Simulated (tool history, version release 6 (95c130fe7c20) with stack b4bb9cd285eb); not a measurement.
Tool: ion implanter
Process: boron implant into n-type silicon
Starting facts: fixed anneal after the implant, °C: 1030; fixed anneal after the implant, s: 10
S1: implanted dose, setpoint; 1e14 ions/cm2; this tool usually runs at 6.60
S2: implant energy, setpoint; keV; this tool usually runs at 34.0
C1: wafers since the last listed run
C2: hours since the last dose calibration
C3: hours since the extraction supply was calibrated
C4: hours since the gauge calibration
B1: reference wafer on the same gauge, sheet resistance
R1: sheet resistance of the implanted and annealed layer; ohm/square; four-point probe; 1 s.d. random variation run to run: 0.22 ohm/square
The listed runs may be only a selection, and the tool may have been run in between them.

| run | hour | S1 | S2 | C1 | C2 | C3 | C4 | B1 | R1 |
|---|---|---|---|---|---|---|---|---|---|
| 1 | 0.0 | 5.85 | 34.0 | 0 | 2179.6 | 3983.2 | 553.2 | 178.02 | 156.72 |
| 2 | 11.4 | 5.85 | 34.0 | 318 | 2191.0 | 3994.6 | 564.6 | 178.06 | 156.58 |
| 3 | 25.1 | 6.60 | 34.0 | 383 | 2204.7 | 4008.3 | 578.3 | 178.00 | 141.85 |
| 4 | 31.5 | 6.60 | 34.0 | 178 | 2211.1 | 4014.7 | 584.7 | 178.00 | 141.48 |
| 5 | 43.7 | 6.60 | 25.0 | 341 | 2223.3 | 4026.9 | 596.9 | 177.98 | 145.95 |
| 6 | 50.8 | 6.60 | 42.0 | 198 | 2230.4 | 4034.0 | 604.0 | 178.10 | 139.00 |
| 7 | 62.3 | 6.60 | 34.0 | 321 | 2241.9 | 4045.5 | 615.5 | 178.01 | 141.57 |
| 8 | 75.3 | 6.60 | 34.0 | 363 | 2254.9 | 4058.5 | 628.5 | 177.93 | 141.67 |
|  | 96.1 | extraction supply calibrated |
| 9 | 96.6 | 6.60 | 34.0 | 371 | 2276.2 | 0.5 | 649.8 | 177.96 | 141.28 |
| 10 | 99.8 | 6.60 | 34.0 | 89 | 2279.4 | 3.7 | 653.0 | 177.99 | 141.65 |
| 11 | 114.5 | 6.60 | 34.0 | 410 | 2294.1 | 18.4 | 667.7 | 177.98 | 141.66 |
|  | 124.9 | gauge calibrated |
| 12 | 132.0 | 6.60 | 34.0 | 489 | 2311.6 | 35.9 | 7.1 | 177.99 | 141.69 |
| 13 | 140.2 | 6.60 | 30.5 | 229 | 2319.8 | 44.1 | 15.3 | 178.00 | 143.60 |
| 14 | 149.5 | 6.60 | 30.5 | 260 | 2329.1 | 53.4 | 24.6 | 177.96 | 143.16 |
| 15 | 163.7 | 6.60 | 30.5 | 397 | 2343.3 | 67.6 | 38.8 | 178.02 | 143.50 |
| 16 | 171.7 | 8.43 | 34.0 | 223 | 2351.3 | 75.6 | 46.8 | 178.01 | 115.26 |
| 17 | 178.8 | 6.60 | 34.0 | 198 | 2358.4 | 82.7 | 53.9 | 178.01 | 141.76 |
| 18 | 186.1 | 8.09 | 29.0 | 204 | 2365.7 | 90.0 | 61.2 | 178.02 | 120.98 |
| 19 | 201.1 | 8.24 | 23.5 | 419 | 2380.7 | 105.0 | 76.2 | 178.01 | 121.01 |
| 20 | 214.4 | 4.67 | 29.0 | 371 | 2394.0 | 118.3 | 89.5 | 177.99 | 191.69 |
| 21 | 225.0 | 6.60 | 26.5 | 296 | 2404.6 | 128.9 | 100.1 | 178.05 | 144.84 |
| 22 | 275.1 | 6.60 | 34.0 | 1400 | 2454.7 | 179.0 | 150.2 | 178.01 | 142.00 |
| 23 | 288.6 | 7.71 | 42.0 | 377 | 2468.2 | 192.5 | 163.7 | 177.99 | 122.56 |
| 24 | 303.1 | 5.28 | 23.0 | 405 | 2482.7 | 207.0 | 178.2 | 177.99 | 177.97 |
| 25 | 309.5 | 6.60 | 34.0 | 178 | 2489.1 | 213.4 | 184.6 | 178.01 | 141.70 |
| 26 | 322.1 | 5.76 | 22.5 | 352 | 2501.7 | 226.0 | 197.2 | 177.97 | 165.35 |
| 27 | 335.4 | 7.48 | 34.0 | 371 | 2515.0 | 239.3 | 210.5 | 178.02 | 127.56 |
|  | 353.3 | Faraday cup replaced and dose calibrated |
| 28 | 353.8 | 5.94 | 26.5 | 290 | 0.5 | 257.7 | 228.9 | 178.02 | 164.27 |
| 29 | 355.4 | 7.36 | 41.0 | 44 | 2.1 | 259.3 | 230.5 | 177.97 | 132.08 |
| 30 | 363.7 | 5.37 | 34.0 | 232 | 10.4 | 267.6 | 238.8 | 177.92 | 174.40 |
| 31 | 381.6 | 6.60 | 34.0 | 500 | 28.3 | 285.5 | 256.7 | 178.05 | 147.24 |
| 32 | 388.9 | 8.28 | 34.0 | 204 | 35.6 | 292.8 | 264.0 | 178.02 | 121.27 |
| 33 | 394.9 | 6.60 | 34.0 | 167 | 41.6 | 298.8 | 270.0 | 177.97 | 146.44 |
| 34 | 402.5 | 7.65 | 31.0 | 212 | 49.2 | 306.4 | 277.6 | 178.03 | 131.12 |
| 35 | 418.1 | 4.62 | 34.0 | 436 | 64.8 | 322.0 | 293.2 | 178.01 | 196.45 |
| 36 | 447.0 | 7.78 | 25.5 | 807 | 93.7 | 350.9 | 322.1 | 177.99 | 130.60 |
| 37 | 499.6 | 7.94 | 34.0 | 1470 | 146.3 | 403.5 | 374.7 | 177.97 | 125.34 |
| 38 | 510.3 | 7.92 | 23.5 | 299 | 157.0 | 414.2 | 385.4 | 178.02 | 129.40 |

Branching from run 38: 3 alternative next runs. What would each branch give?
| A | 510.7 | 6.60 | 34.0 | 11 | 157.4 | 414.6 | 385.8 | ? | ? |
| B | 510.7 | 6.60 | 31.0 | 11 | 157.4 | 414.6 | 385.8 | ? | ? |
| C | 510.7 | 5.42 | 27.5 | 11 | 157.4 | 414.6 | 385.8 | ? | ? |

| run | B1 | R1 |
|---|---|---|
| A | 178.06 | 146.32 |
| B | 178.06 | 147.65 |
| C | 178.06 | 176.32 |
Take away the tool's hidden state, keep each run's random variation, and the runs would have read:
| run | R1 |
|---|---|
| A | 148.64 |
| B | 150.02 |
| C | 179.12 |

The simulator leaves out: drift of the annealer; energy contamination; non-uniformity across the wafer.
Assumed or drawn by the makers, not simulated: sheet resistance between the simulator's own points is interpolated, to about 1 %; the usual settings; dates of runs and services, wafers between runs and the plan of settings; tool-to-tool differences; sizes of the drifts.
